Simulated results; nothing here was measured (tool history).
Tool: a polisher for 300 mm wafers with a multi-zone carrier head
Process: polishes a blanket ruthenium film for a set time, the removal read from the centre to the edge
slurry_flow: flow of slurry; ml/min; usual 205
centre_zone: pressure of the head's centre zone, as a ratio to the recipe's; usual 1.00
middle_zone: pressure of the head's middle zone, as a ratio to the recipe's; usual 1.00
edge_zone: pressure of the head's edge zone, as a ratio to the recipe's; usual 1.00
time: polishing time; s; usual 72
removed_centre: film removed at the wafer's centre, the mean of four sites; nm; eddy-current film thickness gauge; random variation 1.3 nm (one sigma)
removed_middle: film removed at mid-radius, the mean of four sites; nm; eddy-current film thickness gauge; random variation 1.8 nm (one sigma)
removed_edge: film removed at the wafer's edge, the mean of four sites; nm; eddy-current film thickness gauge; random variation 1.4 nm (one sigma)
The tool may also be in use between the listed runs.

| run | hour | slurry_flow | centre_zone | middle_zone | edge_zone | time | incoming thickness of the incoming film, nm | removed_centre | removed_middle | removed_edge |
|---|---|---|---|---|---|---|---|---|---|---|
| 1 | 0.0 | 205 | 1.00 | 1.00 | 1.00 | 72 | 575.4 | 119.5 | 121.0 | 122.3 |
| 2 | 36.5 | 205 | 1.00 | 1.00 | 1.00 | 72 | 570.4 | 118.0 | 124.4 | 120.6 |
| 3 | 66.5 | 185 | 1.00 | 1.00 | 1.00 | 72 | 576.8 | 118.6 | 121.4 | 119.2 |
| 4 | 83.3 | 185 | 1.00 | 1.00 | 1.00 | 72 | 566.6 | 119.2 | 122.1 | 121.8 |
| 5 | 115.1 | 205 | 1.00 | 1.00 | 1.00 | 85 | 577.4 | 138.4 | 146.5 | 140.9 |
| 6 | 134.1 | 205 | 1.00 | 1.00 | 1.00 | 85 | 563.9 | 141.0 | 140.9 | 142.1 |
| 7 | 162.2 | 205 | 1.00 | 1.00 | 1.00 | 72 | 564.9 | 118.3 | 122.7 | 119.0 |
| 8 | 195.4 | 205 | 1.00 | 1.00 | 1.00 | 72 | 566.3 | 119.3 | 124.0 | 119.7 |
| 9 | 218.2 | 190 | 1.00 | 1.00 | 1.00 | 72 | 576.9 | 119.0 | 119.4 | 119.7 |
| 10 | 243.1 | 245 | 1.00 | 1.06 | 1.05 | 51 | 579.3 | 85.2 | 90.3 | 89.7 |
| 11 | 273.2 | 205 | 1.09 | 1.00 | 1.06 | 72 | 572.8 | 128.4 | 122.8 | 123.6 |
| 12 | 295.0 | 205 | 1.00 | 0.90 | 1.00 | 72 | 562.4 | 118.4 | 112.4 | 121.1 |
| 13 | 309.2 | 205 | 1.00 | 1.00 | 1.00 | 72 | 573.4 | 121.3 | 121.2 | 119.8 |
| 14 | 338.6 | 205 | 0.91 | 1.00 | 1.05 | 72 | 574.4 | 109.1 | 122.2 | 122.6 |
| 15 | 365.9 | 185 | 1.00 | 1.00 | 1.00 | 62 | 560.3 | 101.4 | 105.6 | 103.6 |
| 16 | 381.5 | 205 | 1.00 | 1.00 | 1.00 | 72 | 563.7 | 117.5 | 122.6 | 122.7 |
| 17 | 415.3 | 205 | 1.00 | 1.00 | 1.00 | 72 | 569.5 | 117.0 | 123.9 | 120.8 |
| 18 | 449.9 | 170 | 0.92 | 1.00 | 0.92 | 72 | 574.2 | 108.1 | 119.2 | 112.7 |
| 19 | 482.8 | 205 | 0.91 | 1.00 | 1.05 | 72 | 561.7 | 107.2 | 122.2 | 124.9 |

Taken out of this log: 9 entries between the listed runs. Where each belongs, and how the hidden state differs across it:
Between runs 2 and 3: worn pad replaced by a new one (hour 53.5)
  no hidden state differs between the two runs
Between runs 6 and 7: worn pad replaced by a new one (hour 139.1)
  no hidden state differs between the two runs
Between runs 7 and 8: centre zone pressure recalibrated (hour 168.5)
  no hidden state differs between the two runs
Between runs 9 and 10: worn pad replaced by a new one (hour 231.8); slurry nozzle cleaned (hour 242.4); edge zone pressure recalibrated (hour 242.6)
  no hidden state differs between the two runs
Between runs 13 and 14: worn pad replaced by a new one (hour 328.1)
  no hidden state differs between the two runs
Between runs 14 and 15: carrier head's membrane replaced by a new one (hour 364.6)
  no hidden state differs between the two runs
Between runs 17 and 18: worn pad replaced by a new one (hour 431.3)
  no hidden state differs between the two runs

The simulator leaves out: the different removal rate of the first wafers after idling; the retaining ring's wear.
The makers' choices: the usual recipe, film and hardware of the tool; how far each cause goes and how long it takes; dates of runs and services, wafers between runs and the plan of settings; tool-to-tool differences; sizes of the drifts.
